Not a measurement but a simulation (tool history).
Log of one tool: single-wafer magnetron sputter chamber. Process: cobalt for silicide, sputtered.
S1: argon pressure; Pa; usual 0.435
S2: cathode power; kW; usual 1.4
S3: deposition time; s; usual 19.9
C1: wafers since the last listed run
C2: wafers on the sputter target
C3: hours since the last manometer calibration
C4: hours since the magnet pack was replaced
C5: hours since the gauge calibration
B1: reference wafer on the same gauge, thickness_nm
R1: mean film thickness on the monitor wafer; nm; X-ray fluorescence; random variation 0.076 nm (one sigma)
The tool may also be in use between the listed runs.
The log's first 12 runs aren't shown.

run    hour     S1    S2    S3    C1    C2     C3      C4      C5      B1      R1
 13   960.9  0.435   1.6    21  1055  5307  359.6     368  1678.3  16.172  16.646
 14  1017.2   0.48   1.2  19.9   740  6048  415.9   424.3  1734.6  16.192  11.549
 15  1066.2  0.435   1.4  21.6   644  6692  464.9   473.3  1783.6   16.21  14.788
 16  1123.9  0.435   1.4  19.9   758  7451  522.6     531  1841.3  16.165  13.753
     1201.8  -- sputter target and shields replaced
 17  1240.4  0.435   1.2  18.1  1426   507  639.1   647.5  1957.8  16.164   10.76
 18  1280.3  0.601   1.1  16.5   524  1031    679   687.4  1997.7  16.215   8.176
 19    1387  0.308  1.55  19.9  1403  2434  785.7   794.1  2104.4  16.198  16.622
 20  1493.3  0.435   1.4  19.9  1397  3832    892   900.4  2210.7  16.194  13.742
     1509.6  -- capacitance manometer re-zeroed and calibrated
     1562.8  -- gauge calibrated
 21  1585.8  0.589   1.6  22.9  1111  4943   76.2   992.9      23   16.18  16.897
 22  1661.5  0.293   1.4  21.8   995  5939  151.9  1068.6    98.7  16.191  16.498
 23  1742.8  0.271  1.75  22.1  1069  7008  233.2  1149.9     180  16.199  21.228
     1821.3  -- sputter target and shields replaced
 24    1982  0.435   1.4  19.9  3040  2113  472.4  1389.1   419.2  16.231  13.839

Run 25 comes next. What will it give?
 25  2083.2  0.435  1.4  19.9  1330  3444  573.6  1490.3  520.4   ?   ?

B1: 16.21
R1: 13.82 nm
Without the tool's hidden state the same run would have given R1 14.37 nm.
